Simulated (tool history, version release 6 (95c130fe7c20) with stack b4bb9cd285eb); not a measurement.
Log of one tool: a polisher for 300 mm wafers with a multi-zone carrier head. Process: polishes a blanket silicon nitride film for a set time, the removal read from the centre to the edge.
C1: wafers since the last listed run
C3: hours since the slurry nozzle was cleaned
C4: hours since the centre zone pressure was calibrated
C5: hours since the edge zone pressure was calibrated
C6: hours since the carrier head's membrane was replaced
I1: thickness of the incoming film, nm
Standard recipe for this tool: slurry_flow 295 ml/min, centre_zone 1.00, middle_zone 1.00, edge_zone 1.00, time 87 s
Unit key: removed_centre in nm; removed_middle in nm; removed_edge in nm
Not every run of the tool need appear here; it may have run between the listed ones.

run 1 day=0.000 | slurry_flow=295 centre_zone=1.00 middle_zone=1.00 edge_zone=1.00 time=87 | C1=0 wafers_polished_on_this_pad=950 C3=110.8 C4=192.1 C5=571.0 C6=313.7 | I1=872.5 | removed_centre=146.8 removed_middle=137.5 removed_edge=141.2
run 2 day=2.321 | slurry_flow=295 centre_zone=1.00 middle_zone=0.95 edge_zone=1.00 time=87 | C1=374 wafers_polished_on_this_pad=1325 C3=166.5 C4=247.8 C5=626.7 C6=369.4 | I1=864.4 | removed_centre=146.9 removed_middle=134.5 removed_edge=142.2
run 3 day=5.412 | slurry_flow=295 centre_zone=1.00 middle_zone=0.95 edge_zone=1.00 time=87 | C1=499 wafers_polished_on_this_pad=1824 C3=240.7 C4=322.0 C5=700.9 C6=443.6 | I1=871.9 | removed_centre=142.0 removed_middle=133.0 removed_edge=140.8
-- day=5.950 worn pad replaced by a new one
run 4 day=7.538 | slurry_flow=295 centre_zone=1.00 middle_zone=0.95 edge_zone=1.00 time=87 | C1=316 wafers_polished_on_this_pad=256 C3=291.7 C4=373.0 C5=751.9 C6=494.6 | I1=863.5 | removed_centre=145.9 removed_middle=135.9 removed_edge=139.2
-- day=7.812 slurry nozzle cleaned
run 5 day=10.596 | slurry_flow=295 centre_zone=1.00 middle_zone=1.00 edge_zone=1.00 time=87 | C1=487 wafers_polished_on_this_pad=743 C3=66.8 C4=446.4 C5=825.3 C6=568.0 | I1=872.1 | removed_centre=142.7 removed_middle=140.1 removed_edge=142.4
-- day=12.904 carrier head's membrane replaced by a new one
run 6 day=13.004 | slurry_flow=295 centre_zone=1.00 middle_zone=1.00 edge_zone=1.00 time=87 | C1=355 wafers_polished_on_this_pad=1099 C3=124.6 C4=504.2 C5=883.1 C6=2.4 | I1=875.9 | removed_centre=140.3 removed_middle=137.5 removed_edge=143.6
run 7 day=14.958 | slurry_flow=295 centre_zone=1.00 middle_zone=1.00 edge_zone=1.00 time=87 | C1=315 wafers_polished_on_this_pad=1414 C3=171.5 C4=551.1 C5=930.0 C6=49.3 | I1=887.7 | removed_centre=140.4 removed_middle=137.3 removed_edge=140.8
-- day=16.800 worn pad replaced by a new one
run 8 day=17.092 | slurry_flow=295 centre_zone=1.00 middle_zone=1.00 edge_zone=1.00 time=78 | C1=317 wafers_polished_on_this_pad=46 C3=222.7 C4=602.3 C5=981.2 C6=100.5 | I1=876.4 | removed_centre=126.3 removed_middle=124.2 removed_edge=126.0
-- day=18.696 slurry nozzle cleaned
run 9 day=20.642 | slurry_flow=295 centre_zone=1.00 middle_zone=1.00 edge_zone=1.00 time=78 | C1=566 wafers_polished_on_this_pad=613 C3=46.7 C4=687.5 C5=1066.4 C6=185.7 | I1=876.8 | removed_centre=121.6 removed_middle=122.1 removed_edge=125.6
run 10 day=24.429 | slurry_flow=260 centre_zone=1.00 middle_zone=0.91 edge_zone=1.08 time=87 | C1=611 wafers_polished_on_this_pad=1225 C3=137.6 C4=778.4 C5=1157.3 C6=276.6 | I1=854.8 | removed_centre=134.4 removed_middle=129.0 removed_edge=145.6
-- day=24.642 centre zone pressure recalibrated
-- day=26.325 edge zone pressure recalibrated
-- day=28.204 slurry nozzle cleaned
-- day=28.492 worn pad replaced by a new one
run 11 day=28.658 | slurry_flow=390 centre_zone=1.11 middle_zone=1.00 edge_zone=1.10 time=87 | C1=622 wafers_polished_on_this_pad=27 C3=10.9 C4=96.4 C5=56.0 C6=378.1 | I1=868.3 | removed_centre=166.0 removed_middle=142.5 removed_edge=148.0
run 12 day=33.146 | slurry_flow=295 centre_zone=1.00 middle_zone=1.00 edge_zone=1.00 time=74 | C1=724 wafers_polished_on_this_pad=751 C3=118.6 C4=204.1 C5=163.7 C6=485.8 | I1=871.0 | removed_centre=121.5 removed_middle=116.0 removed_edge=119.7
run 13 day=36.171 | slurry_flow=295 centre_zone=1.00 middle_zone=1.00 edge_zone=1.00 time=68 | C1=488 wafers_polished_on_this_pad=1240 C3=191.2 C4=276.7 C5=236.3 C6=558.4 | I1=867.9 | removed_centre=114.2 removed_middle=108.8 removed_edge=110.3

Run 14 has not been measured yet. What should we expect?
-- day=37.533 slurry nozzle cleaned
-- day=39.875 worn pad replaced by a new one
run 14 day=39.896 | slurry_flow=200 centre_zone=1.00 middle_zone=1.00 edge_zone=1.00 time=62 | C1=567 wafers_polished_on_this_pad=3 C3=56.7 C4=366.1 C5=325.7 C6=647.8 | I1=878.1 | removed_centre=? removed_middle=? removed_edge=?

{"run 14": {"removed_centre": 98.4, "removed_middle": 95.2, "removed_edge": 97.3}}
Take away the tool's hidden state, keep the run-to-run variation as it was, and the same run would have given removed_centre 99.3 nm, removed_middle 95.2 nm, removed_edge 97.3 nm.
